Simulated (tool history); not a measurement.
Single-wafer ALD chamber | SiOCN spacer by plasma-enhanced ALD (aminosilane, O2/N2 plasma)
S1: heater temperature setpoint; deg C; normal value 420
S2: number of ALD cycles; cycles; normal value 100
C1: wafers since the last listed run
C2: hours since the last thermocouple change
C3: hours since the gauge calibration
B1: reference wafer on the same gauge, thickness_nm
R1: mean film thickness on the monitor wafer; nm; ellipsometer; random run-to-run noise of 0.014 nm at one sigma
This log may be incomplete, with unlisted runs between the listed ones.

run	day	S1	S2	C1	C2	C3	B1	R1
1	0.000	429	100	0	1799.3	48.9	6.059	5.645
2	0.733	420	100	51	1816.9	66.5	6.059	5.760
3	1.308	420	100	40	1830.7	80.3	6.062	5.799
4	2.212	420	100	64	1852.4	102.0	6.061	5.822
5	2.542	420	93	23	1860.3	109.9	6.063	5.387
6	2.871	420	93	23	1868.2	117.8	6.066	5.394
# day 3.175: gauge calibrated
7	3.375	420	93	35	1880.3	4.8	6.062	5.403
8	3.804	425	100	30	1890.6	15.1	6.052	5.727
9	4.379	427	110	40	1904.4	28.9	6.056	6.253
10	4.754	430	113	26	1913.4	37.9	6.058	6.374
11	5.088	420	100	23	1921.4	45.9	6.059	5.792
12	5.621	435	89	37	1934.2	58.7	6.057	4.951
13	5.875	420	100	18	1940.3	64.8	6.059	5.800
# day 6.221: thermocouple changed; heater temperature recalibrated
14	6.279	420	100	5	1.4	74.5	6.055	5.787
15	6.883	425	92	42	15.9	89.0	6.055	5.234
16	7.188	432	113	21	23.2	96.3	6.059	6.331
17	7.933	425	111	52	41.1	114.2	6.060	6.304

What differs in the tool's unlogged condition from the final listed run ahead of each entry between runs to the first listed run following it?
Logged between run 6 and run 7: gauge calibrated (day 3.175)
  nothing in the hidden state changes from one run to the other
Logged between run 13 and run 14: thermocouple changed; heater temperature recalibrated (day 6.221)
  nothing in the hidden state changes from one run to the other
